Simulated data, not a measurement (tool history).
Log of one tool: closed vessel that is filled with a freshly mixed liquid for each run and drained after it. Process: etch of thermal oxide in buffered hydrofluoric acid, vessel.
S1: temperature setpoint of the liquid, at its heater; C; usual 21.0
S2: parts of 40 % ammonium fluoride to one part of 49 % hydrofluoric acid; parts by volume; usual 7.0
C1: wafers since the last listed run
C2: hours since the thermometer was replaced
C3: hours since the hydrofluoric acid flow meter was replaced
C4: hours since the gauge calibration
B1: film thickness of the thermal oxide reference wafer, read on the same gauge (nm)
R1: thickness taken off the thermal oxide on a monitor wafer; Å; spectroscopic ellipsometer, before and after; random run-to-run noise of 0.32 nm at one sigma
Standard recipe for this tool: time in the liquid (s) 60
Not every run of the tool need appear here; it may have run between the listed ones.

{"run": 1, "hour": 0.0, "S1": 21.0, "S2": 8.0, "time in the liquid (s)": 60, "C1": 0, "C2": 546.3, "C3": 712.5, "C4": 215.7, "B1": 80.01, "R1": 708.5}
{"run": 2, "hour": 13.3, "S1": 21.0, "S2": 8.0, "time in the liquid (s)": 60, "C1": 1409, "C2": 559.6, "C3": 725.8, "C4": 229.0, "B1": 80.03, "R1": 707.6}
{"run": 3, "hour": 33.4, "S1": 21.0, "S2": 8.0, "time in the liquid (s)": 60, "C1": 2129, "C2": 579.7, "C3": 745.9, "C4": 249.1, "B1": 80.01, "R1": 705.8}
{"run": 4, "hour": 63.0, "S1": 21.0, "S2": 7.0, "time in the liquid (s)": 60, "C1": 3136, "C2": 609.3, "C3": 775.5, "C4": 278.7, "B1": 80.05, "R1": 800.6}
{"run": 5, "hour": 89.3, "S1": 21.0, "S2": 7.0, "time in the liquid (s)": 60, "C1": 2786, "C2": 635.6, "C3": 801.8, "C4": 305.0, "B1": 80.02, "R1": 813.4}
{"run": 6, "hour": 123.9, "S1": 21.0, "S2": 7.0, "time in the liquid (s)": 60, "C1": 3666, "C2": 670.2, "C3": 836.4, "C4": 339.6, "B1": 80.04, "R1": 808.6}
{"run": 7, "hour": 137.6, "S1": 21.0, "S2": 7.0, "time in the liquid (s)": 60, "C1": 1451, "C2": 683.9, "C3": 850.1, "C4": 353.3, "B1": 79.97, "R1": 815.1}
{"run": 8, "hour": 162.5, "S1": 21.0, "S2": 7.0, "time in the liquid (s)": 60, "C1": 2638, "C2": 708.8, "C3": 875.0, "C4": 378.2, "B1": 80.0, "R1": 814.9}
{"run": 9, "hour": 197.3, "S1": 21.0, "S2": 7.0, "time in the liquid (s)": 60, "C1": 3687, "C2": 743.6, "C3": 909.8, "C4": 413.0, "B1": 80.01, "R1": 817.5}
{"hour": 202.9, "done": "thermometer replaced"}
{"run": 10, "hour": 215.4, "S1": 21.0, "S2": 7.0, "time in the liquid (s)": 60, "C1": 1811, "C2": 12.5, "C3": 927.9, "C4": 431.1, "B1": 80.02, "R1": 819.4}
{"hour": 230.4, "done": "hydrofluoric acid flow meter replaced"}
{"run": 11, "hour": 233.8, "S1": 21.0, "S2": 7.0, "time in the liquid (s)": 60, "C1": 1843, "C2": 30.9, "C3": 3.4, "C4": 449.5, "B1": 80.0, "R1": 756.5}
{"run": 12, "hour": 254.1, "S1": 21.0, "S2": 7.0, "time in the liquid (s)": 60, "C1": 2151, "C2": 51.2, "C3": 23.7, "C4": 469.8, "B1": 80.02, "R1": 754.2}
{"run": 13, "hour": 276.0, "S1": 21.0, "S2": 7.0, "time in the liquid (s)": 60, "C1": 2320, "C2": 73.1, "C3": 45.6, "C4": 491.7, "B1": 80.02, "R1": 756.7}
{"run": 14, "hour": 303.3, "S1": 21.0, "S2": 7.0, "time in the liquid (s)": 60, "C1": 2892, "C2": 100.4, "C3": 72.9, "C4": 519.0, "B1": 79.99, "R1": 761.9}
{"hour": 331.0, "done": "gauge calibrated"}
{"run": 15, "hour": 332.2, "S1": 21.0, "S2": 7.0, "time in the liquid (s)": 35, "C1": 3062, "C2": 129.3, "C3": 101.8, "C4": 1.2, "B1": 80.02, "R1": 446.5}
{"run": 16, "hour": 352.8, "S1": 24.0, "S2": 5.0, "time in the liquid (s)": 90, "C1": 2182, "C2": 149.9, "C3": 122.4, "C4": 21.8, "B1": 79.95, "R1": 1797.4}
{"run": 17, "hour": 374.2, "S1": 17.5, "S2": 7.0, "time in the liquid (s)": 45, "C1": 2267, "C2": 171.3, "C3": 143.8, "C4": 43.2, "B1": 80.02, "R1": 470.2}
{"run": 18, "hour": 408.2, "S1": 19.5, "S2": 7.0, "time in the liquid (s)": 85, "C1": 3602, "C2": 205.3, "C3": 177.8, "C4": 77.2, "B1": 80.06, "R1": 994.0}
{"run": 19, "hour": 437.8, "S1": 25.5, "S2": 7.0, "time in the liquid (s)": 60, "C1": 3136, "C2": 234.9, "C3": 207.4, "C4": 106.8, "B1": 79.99, "R1": 984.9}
{"run": 20, "hour": 465.5, "S1": 21.0, "S2": 9.0, "time in the liquid (s)": 60, "C1": 2935, "C2": 262.6, "C3": 235.1, "C4": 134.5, "B1": 80.02, "R1": 587.9}
{"run": 21, "hour": 497.2, "S1": 21.0, "S2": 10.0, "time in the liquid (s)": 95, "C1": 3359, "C2": 294.3, "C3": 266.8, "C4": 166.2, "B1": 80.02, "R1": 861.6}
{"run": 22, "hour": 530.4, "S1": 23.5, "S2": 7.0, "time in the liquid (s)": 60, "C1": 3518, "C2": 327.5, "C3": 300.0, "C4": 199.4, "B1": 79.99, "R1": 887.1}
{"run": 23, "hour": 543.2, "S1": 18.5, "S2": 8.5, "time in the liquid (s)": 85, "C1": 1356, "C2": 340.3, "C3": 312.8, "C4": 212.2, "B1": 80.0, "R1": 781.0}
{"run": 24, "hour": 567.4, "S1": 19.5, "S2": 7.0, "time in the liquid (s)": 40, "C1": 2564, "C2": 364.5, "C3": 337.0, "C4": 236.4, "B1": 79.99, "R1": 477.1}

5 ways to go on from here, each from the tool as it stands after run 24. What would each give?
{"run": "A", "hour": 568.1, "S1": 17.5, "S2": 7.0, "time in the liquid (s)": 60, "C1": 74, "C2": 365.2, "C3": 337.7, "C4": 237.1, "B1": "?", "R1": "?"}
{"run": "B", "hour": 568.1, "S1": 21.0, "S2": 5.0, "time in the liquid (s)": 60, "C1": 74, "C2": 365.2, "C3": 337.7, "C4": 237.1, "B1": "?", "R1": "?"}
{"run": "C", "hour": 568.1, "S1": 21.0, "S2": 10.0, "time in the liquid (s)": 60, "C1": 74, "C2": 365.2, "C3": 337.7, "C4": 237.1, "B1": "?", "R1": "?"}
{"run": "D", "hour": 568.1, "S1": 18.0, "S2": 10.0, "time in the liquid (s)": 95, "C1": 74, "C2": 365.2, "C3": 337.7, "C4": 237.1, "B1": "?", "R1": "?"}
{"run": "E", "hour": 568.1, "S1": 24.0, "S2": 7.0, "time in the liquid (s)": 60, "C1": 74, "C2": 365.2, "C3": 337.7, "C4": 237.1, "B1": "?", "R1": "?"}

run=A B1=80.01 R1=639.9
run=B B1=80.01 R1=1042.7
run=C B1=80.01 R1=549.0
run=D B1=80.01 R1=734.4
run=E B1=80.01 R1=918.6
The same runs, with their run-to-run variation unchanged, on a tool lacking any hidden condition would have given:
run=A R1=613.6
run=B R1=996.3
run=C R1=532.5
run=D R1=712.3
run=E R1=880.9

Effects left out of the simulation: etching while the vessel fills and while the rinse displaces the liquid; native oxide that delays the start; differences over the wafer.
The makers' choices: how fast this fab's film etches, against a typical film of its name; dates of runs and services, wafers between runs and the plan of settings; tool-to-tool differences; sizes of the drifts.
